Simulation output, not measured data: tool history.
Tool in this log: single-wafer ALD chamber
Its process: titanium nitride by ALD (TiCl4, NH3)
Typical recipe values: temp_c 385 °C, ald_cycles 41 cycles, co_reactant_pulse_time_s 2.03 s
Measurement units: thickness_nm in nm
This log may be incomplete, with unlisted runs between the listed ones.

| run | hour | temp_c | ald_cycles | co_reactant_pulse_time_s | wafers since the last listed run | hours since the last thermocouple change | hours since the showerhead was replaced | hours since the gauge calibration | read-back reference wafer on the same gauge, thickness_nm | thickness_nm |
|---|---|---|---|---|---|---|---|---|---|---|
| 1 | 0 | 385 | 39 | 2.03 | 0 | 1469.2 | 4173.7 | 467.6 | 0.855 | 0.888 |
| 2 | 88.8 | 385 | 41 | 2.03 | 477 | 1558 | 4262.5 | 556.4 | 0.856 | 0.935 |
| 3 | 118.1 | 385 | 41 | 2.03 | 157 | 1587.3 | 4291.8 | 585.7 | 0.857 | 0.936 |
| 4 | 136.6 | 385 | 41 | 2.03 | 99 | 1605.8 | 4310.3 | 604.2 | 0.858 | 0.939 |
| 5 | 161.3 | 385 | 41 | 2.03 | 132 | 1630.5 | 4335 | 628.9 | 0.858 | 0.937 |
| 6 | 177.6 | 385 | 41 | 2.03 | 87 | 1646.8 | 4351.3 | 645.2 | 0.858 | 0.932 |
| 7 | 203.4 | 385 | 41 | 2.03 | 138 | 1672.6 | 4377.1 | 671 | 0.858 | 0.934 |
| 8 | 230.6 | 385 | 41 | 2.03 | 146 | 1699.8 | 4404.3 | 698.2 | 0.858 | 0.937 |
| 9 | 254.6 | 385 | 41 | 2.03 | 129 | 1723.8 | 4428.3 | 722.2 | 0.859 | 0.937 |
| 10 | 288.6 | 385 | 41 | 2.03 | 182 | 1757.8 | 4462.3 | 756.2 | 0.86 | 0.94 |
| 11 | 323 | 385 | 45 | 2.63 | 185 | 1792.2 | 4496.7 | 790.6 | 0.86 | 1.044 |
| 12 | 337.2 | 394 | 41 | 2.03 | 76 | 1806.4 | 4510.9 | 804.8 | 0.862 | 0.947 |
| 13 | 370.5 | 385 | 41 | 2.03 | 179 | 1839.7 | 4544.2 | 838.1 | 0.861 | 0.943 |
|  | 393.4 | thermocouple changed; heater temperature recalibrated |
| 14 | 395 | 385 | 41 | 2.03 | 88 | 1.6 | 4568.7 | 862.6 | 0.862 | 0.941 |
| 15 | 411.4 | 385 | 41 | 2.54 | 88 | 18 | 4585.1 | 879 | 0.862 | 0.953 |
| 16 | 440.2 | 385 | 41 | 2.54 | 154 | 46.8 | 4613.9 | 907.8 | 0.861 | 0.951 |
| 17 | 467.1 | 385 | 41 | 2.54 | 144 | 73.7 | 4640.8 | 934.7 | 0.863 | 0.95 |
| 18 | 496.7 | 385 | 41 | 2.03 | 159 | 103.3 | 4670.4 | 964.3 | 0.863 | 0.938 |
| 19 | 510.4 | 385 | 41 | 2.03 | 73 | 117 | 4684.1 | 978 | 0.863 | 0.941 |
| 20 | 610.2 | 385 | 41 | 2.03 | 536 | 216.8 | 4783.9 | 1077.8 | 0.865 | 0.942 |
| 21 | 696.1 | 385 | 41 | 2.03 | 462 | 302.7 | 4869.8 | 1163.7 | 0.867 | 0.946 |
| 22 | 731.2 | 385 | 41 | 2.03 | 188 | 337.8 | 4904.9 | 1198.8 | 0.868 | 0.944 |
| 23 | 745.4 | 385 | 41 | 2.03 | 76 | 352 | 4919.1 | 1213 | 0.867 | 0.95 |
| 24 | 760.2 | 385 | 44 | 1.77 | 79 | 366.8 | 4933.9 | 1227.8 | 0.867 | 1.012 |
| 25 | 788.5 | 396 | 41 | 2.03 | 152 | 395.1 | 4962.2 | 1256.1 | 0.868 | 0.957 |
| 26 | 800.9 | 374 | 48 | 2.83 | 66 | 407.5 | 4974.6 | 1268.5 | 0.868 | 1.118 |
| 27 | 814.8 | 381 | 45 | 2.33 | 74 | 421.4 | 4988.5 | 1282.4 | 0.868 | 1.043 |
|  | 818.7 | gauge calibrated |
| 28 | 844.2 | 391 | 37 | 1.74 | 158 | 450.8 | 5017.9 | 25.5 | 0.849 | 0.833 |
|  | 876.3 | showerhead replaced |
| 29 | 876.8 | 391 | 37 | 1.74 | 132 | 483.4 | 0.5 | 58.1 | 0.851 | 0.838 |
| 30 | 888.7 | 385 | 37 | 2.59 | 64 | 495.3 | 12.4 | 70 | 0.85 | 0.844 |
| 31 | 911.5 | 373 | 41 | 2.03 | 122 | 518.1 | 35.2 | 92.8 | 0.85 | 0.922 |
| 32 | 940.5 | 385 | 48 | 2.03 | 156 | 547.1 | 64.2 | 121.8 | 0.851 | 1.083 |
| 33 | 957.6 | 399 | 41 | 2.03 | 91 | 564.2 | 81.3 | 138.9 | 0.852 | 0.94 |
| 34 | 985.1 | 385 | 33 | 2.49 | 147 | 591.7 | 108.8 | 166.4 | 0.852 | 0.755 |
| 35 | 1014 | 385 | 41 | 2.03 | 155 | 620.6 | 137.7 | 195.3 | 0.853 | 0.93 |
| 36 | 1044.5 | 374 | 46 | 1.67 | 164 | 651.1 | 168.2 | 225.8 | 0.852 | 1.02 |
| 37 | 1066.3 | 391 | 37 | 1.74 | 117 | 672.9 | 190 | 247.6 | 0.853 | 0.839 |
| 38 | 1090.3 | 380 | 47 | 1.82 | 129 | 696.9 | 214 | 271.6 | 0.853 | 1.058 |
| 39 | 1186.6 | 397 | 34 | 2.74 | 518 | 793.2 | 310.3 | 367.9 | 0.855 | 0.791 |
| 40 | 1203.5 | 378 | 41 | 2.03 | 90 | 810.1 | 327.2 | 384.8 | 0.855 | 0.928 |

Branching from run 40: 4 alternative next runs. What would each branch give?
| A | 1204 | 385 | 41 | 1.23 | 2 | 810.6 | 327.7 | 385.3 | ? | ? |
| B | 1204 | 385 | 45 | 2.03 | 2 | 810.6 | 327.7 | 385.3 | ? | ? |
| C | 1204 | 397 | 35 | 2.39 | 2 | 810.6 | 327.7 | 385.3 | ? | ? |
| D | 1204 | 390 | 47 | 1.33 | 2 | 810.6 | 327.7 | 385.3 | ? | ? |

| run | read-back reference wafer on the same gauge, thickness_nm | thickness_nm |
|---|---|---|
| A | 0.855 | 0.909 |
| B | 0.855 | 1.023 |
| C | 0.855 | 0.808 |
| D | 0.855 | 1.052 |
Stripped of hidden state, with their random variation kept, the same runs would have yielded:
| run | thickness_nm |
|---|---|
| A | 0.903 |
| B | 1.017 |
| C | 0.803 |
| D | 1.045 |

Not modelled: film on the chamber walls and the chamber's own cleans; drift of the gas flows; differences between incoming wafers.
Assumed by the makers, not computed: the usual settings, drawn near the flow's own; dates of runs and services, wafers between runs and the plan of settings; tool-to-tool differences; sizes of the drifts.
